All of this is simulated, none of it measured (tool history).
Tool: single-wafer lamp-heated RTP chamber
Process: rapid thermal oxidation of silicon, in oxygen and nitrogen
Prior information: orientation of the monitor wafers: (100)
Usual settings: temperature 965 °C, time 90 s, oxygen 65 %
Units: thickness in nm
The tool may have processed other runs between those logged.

run   hour  temperature  time  oxygen  read-back reference wafer on the same gauge, thickness  thickness
  1    0.0          965    62      65                                                   3.910      3.871
      10.1  -- pyrometer window cleaned and pyrometer calibrated
  2   10.6          965    62      65                                                   3.912      3.731
  3   18.0          965    90      65                                                   3.910      4.361
  4   26.7          965    90      65                                                   3.904      4.383
  5   34.9          965    90      65                                                   3.906      4.398
  6   51.9          965    90      65                                                   3.915      4.391
  7   58.6          965    90      65                                                   3.909      4.391
  8   70.6          965    90      65                                                   3.915      4.457
  9   81.5          965    90      65                                                   3.909      4.414
 10   93.1          965    90      41                                                   3.911      3.833
 11  110.6          965    90      41                                                   3.911      3.866
 12  124.8          965    90      41                                                   3.904      3.845
 13  142.6          965    90      65                                                   3.906      4.432
 14  151.8          965    90      65                                                   3.911      4.489
 15  167.0          965    90      65                                                   3.908      4.479
 16  174.2          965    90      65                                                   3.915      4.490
 17  185.6          965    90      65                                                   3.911      4.498
 18  197.3          965    77      65                                                   3.907      4.213
 19  208.2          965    46      65                                                   3.912      3.411
     226.2  -- oxygen flow controller replaced
 20  226.7          965    90      75                                                   3.912      4.722
 21  233.4          965    90      45                                                   3.912      3.987
 22  241.9          965    55      80                                                   3.906      3.925
 23  251.1          965    90      65                                                   3.911      4.468
 24  261.7          965    90      65                                                   3.905      4.490
     271.0  -- pyrometer window cleaned and pyrometer calibrated
 25  271.5          965    90      65                                                   3.911      4.351
 26  282.3          965   125      48                                                   3.906      4.557
 27  293.2          977    55      42                                                   3.907      3.396
     308.8  -- gauge calibrated
 28  309.7          939    50      78                                                   3.906      3.064
 29  325.4          938    69      65                                                   3.912      3.296
 30  339.3          956    90      82                                                   3.915      4.496
 31  352.1          953    90      65                                                   3.911      4.069
 32  366.2          965    90      88                                                   3.905      4.926
 33  373.7          965    62      65                                                   3.912      3.803
 34  390.3          965    90      65                                                   3.909      4.473

Here are 3 independent what-if runs from the current tool condition. What would each one return?
  A  390.7          965    90      65                                                       ?          ?
  B  390.7          984   133      90                                                       ?          ?
  C  390.7          965   133      65                                                       ?          ?

run  read-back reference wafer on the same gauge, thickness  thickness
  A                                                   3.919      4.439
  B                                                   3.919      6.812
  C                                                   3.919      5.262
The same runs, with their run-to-run variation unchanged, on a tool lacking any hidden condition would have given:
run  thickness
  A      4.323
  B      6.627
  C      5.120
